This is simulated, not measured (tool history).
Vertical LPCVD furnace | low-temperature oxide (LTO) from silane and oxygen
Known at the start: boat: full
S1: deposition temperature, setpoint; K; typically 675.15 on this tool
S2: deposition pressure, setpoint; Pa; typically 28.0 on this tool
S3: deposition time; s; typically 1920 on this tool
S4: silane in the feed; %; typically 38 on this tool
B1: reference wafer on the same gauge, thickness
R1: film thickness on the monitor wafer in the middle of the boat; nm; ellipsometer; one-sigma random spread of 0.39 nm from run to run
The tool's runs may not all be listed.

Run 1, hour 0.0: usual settings but S2 25.3 Pa; B1 274.92. Result: R1 241.42 nm.
Run 2, hour 9.1: usual settings; B1 274.93. Result: R1 266.06 nm.
Run 3, hour 18.0: usual settings; B1 274.82. Result: R1 266.69 nm.
Run 4, hour 30.5: usual settings; B1 275.01. Result: R1 266.32 nm.
Run 5, hour 41.2: usual settings; B1 274.90. Result: R1 266.65 nm.
Run 6, hour 49.3: usual settings but S1 684.15 K; B1 274.87. Result: R1 293.61 nm.
Run 7, hour 64.3: usual settings; B1 275.02. Result: R1 267.30 nm.
Run 8, hour 77.9: usual settings; B1 275.29. Result: R1 267.39 nm.
Run 9, hour 95.8: usual settings but S4 34 %; B1 275.13. Result: R1 231.14 nm.
Run 10, hour 110.1: usual settings but S4 34 %; B1 275.11. Result: R1 231.31 nm.
Run 11, hour 119.0: usual settings but S4 34 %; B1 274.89. Result: R1 230.65 nm.
Run 12, hour 130.3: usual settings but S1 686.15 K, S2 25.3 Pa, S4 35 %; B1 275.08. Result: R1 246.05 nm.
Run 13, hour 144.8: usual settings but S4 33 %; B1 274.92. Result: R1 221.56 nm.
Run 14, hour 152.8: usual settings but S2 21.3 Pa; B1 274.96. Result: R1 206.30 nm.
Run 15, hour 162.1: usual settings; B1 275.03. Result: R1 267.97 nm.
At hour 200.4: pressure gauge zeroed.
At hour 200.5: silane flow controller replaced.
Run 16, hour 200.9: usual settings but S1 685.15 K, S3 1260 s; B1 275.14. Result: R1 189.58 nm.
Run 17, hour 204.9: usual settings but S2 30.0 Pa, S3 1410 s; B1 274.99. Result: R1 203.18 nm.
Run 18, hour 208.9: usual settings but S2 32.0 Pa, S3 1500 s; B1 275.29. Result: R1 231.49 nm.
At hour 229.9: gauge calibrated.
At hour 231.5: thermocouples replaced and temperature profile calibrated.
Run 19, hour 232.0: usual settings but S1 668.15 K, S2 34.7 Pa; B1 274.85. Result: R1 295.39 nm.
Run 20, hour 236.0: usual settings but S1 672.15 K, S2 25.3 Pa, S4 42 %; B1 274.75. Result: R1 255.25 nm.
Run 21, hour 243.4: usual settings but S1 669.15 K, S2 31.3 Pa, S3 2400 s, S4 36 %; B1 275.02. Result: R1 314.98 nm.
Run 22, hour 292.1: usual settings but S1 683.15 K, S3 1260 s, S4 34 %; B1 274.78. Result: R1 160.77 nm.
Run 23, hour 331.6: usual settings but S1 668.15 K, S2 34.7 Pa; B1 275.01. Result: R1 296.02 nm.

4 ways to go on from here, each from the tool as it stands after run 23. What would each give?
Run A, hour 335.7: usual settings; B1 ?. Result: R1 ?.
Run B, hour 335.7: usual settings but S2 21.3 Pa, S3 1410 s; B1 ?. Result: R1 ?.
Run C, hour 335.7: usual settings but S1 668.15 K, S3 2520 s; B1 ?. Result: R1 ?.
Run D, hour 335.7: usual settings but S2 21.3 Pa, S4 45 %; B1 ?. Result: R1 ?.

run      B1      R1
  A  275.03  258.73
  B  275.03  144.88
  C  275.03  313.82
  D  275.03  239.11
Had the tool no hidden state, the same runs would have come out as:
run      R1
  A  258.03
  B  144.38
  C  312.98
  D  238.27
